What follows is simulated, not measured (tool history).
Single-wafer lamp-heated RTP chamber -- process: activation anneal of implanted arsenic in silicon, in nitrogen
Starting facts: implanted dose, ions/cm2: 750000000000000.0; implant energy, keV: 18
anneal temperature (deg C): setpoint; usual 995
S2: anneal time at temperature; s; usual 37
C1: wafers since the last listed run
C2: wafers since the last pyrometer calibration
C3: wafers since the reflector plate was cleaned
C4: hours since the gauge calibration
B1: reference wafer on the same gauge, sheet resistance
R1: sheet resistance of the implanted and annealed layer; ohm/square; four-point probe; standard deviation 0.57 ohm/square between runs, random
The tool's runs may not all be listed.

run 1 day=0.000 | anneal_temperature_(deg_C)=1010 S2=50 | C1=0 C2=1912 C3=8570 C4=20.8 | B1=139.99 | R1=159.16
run 2 day=0.446 | anneal_temperature_(deg_C)=995 S2=46 | C1=154 C2=2067 C3=8724 C4=31.5 | B1=139.98 | R1=164.09
run 3 day=1.746 | anneal_temperature_(deg_C)=995 S2=46 | C1=449 C2=2516 C3=9174 C4=62.7 | B1=140.05 | R1=164.29
run 4 day=2.150 | anneal_temperature_(deg_C)=995 S2=46 | C1=139 C2=2656 C3=9314 C4=72.4 | B1=139.95 | R1=163.96
run 5 day=2.492 | anneal_temperature_(deg_C)=1003 S2=22 | C1=118 C2=2774 C3=9432 C4=80.6 | B1=139.99 | R1=169.21
run 6 day=3.154 | anneal_temperature_(deg_C)=1003 S2=22 | C1=229 C2=3003 C3=9661 C4=96.5 | B1=140.03 | R1=169.50
-- day=3.554 gauge calibrated
-- day=4.208 pyrometer window cleaned and pyrometer calibrated
run 7 day=5.196 | anneal_temperature_(deg_C)=1003 S2=22 | C1=590 C2=341 C3=10252 C4=39.4 | B1=140.08 | R1=171.75
-- day=6.054 reflector plate cleaned
run 8 day=6.075 | anneal_temperature_(deg_C)=1007 S2=51 | C1=188 C2=530 C3=6 C4=60.5 | B1=140.14 | R1=161.33
run 9 day=6.346 | anneal_temperature_(deg_C)=978 S2=37 | C1=93 C2=623 C3=100 C4=67.0 | B1=139.98 | R1=173.61
run 10 day=6.679 | anneal_temperature_(deg_C)=995 S2=37 | C1=115 C2=739 C3=215 C4=75.0 | B1=139.97 | R1=169.30
run 11 day=7.100 | anneal_temperature_(deg_C)=995 S2=58 | C1=145 C2=884 C3=361 C4=85.1 | B1=139.98 | R1=162.17
run 12 day=7.392 | anneal_temperature_(deg_C)=970 S2=37 | C1=100 C2=985 C3=462 C4=92.1 | B1=140.10 | R1=175.76
run 13 day=7.854 | anneal_temperature_(deg_C)=985 S2=26 | C1=159 C2=1145 C3=622 C4=103.2 | B1=139.89 | R1=173.65
run 14 day=8.229 | anneal_temperature_(deg_C)=1018 S2=57 | C1=129 C2=1275 C3=751 C4=112.2 | B1=140.08 | R1=156.03

Measured less the same run without the tool's hidden state. The same run-to-run variation is in both; the gauge's scatter may not be:
Unlogged tool condition in this case: true wafer temperature minus pyrometer reading, K; wafer temperature error from the tarnished reflector plate, K; gauge reads high (%).
run=1 R1=-1.38
run=2 R1=-1.71
run=3 R1=-2.26
run=4 R1=-2.45
run=5 R1=-2.48
run=6 R1=-2.83
run=7 R1=-0.05
run=8 R1=-0.12
run=9 R1=-0.18
run=10 R1=-0.22
run=11 R1=-0.29
run=12 R1=-0.36
run=13 R1=-0.45
run=14 R1=-0.45
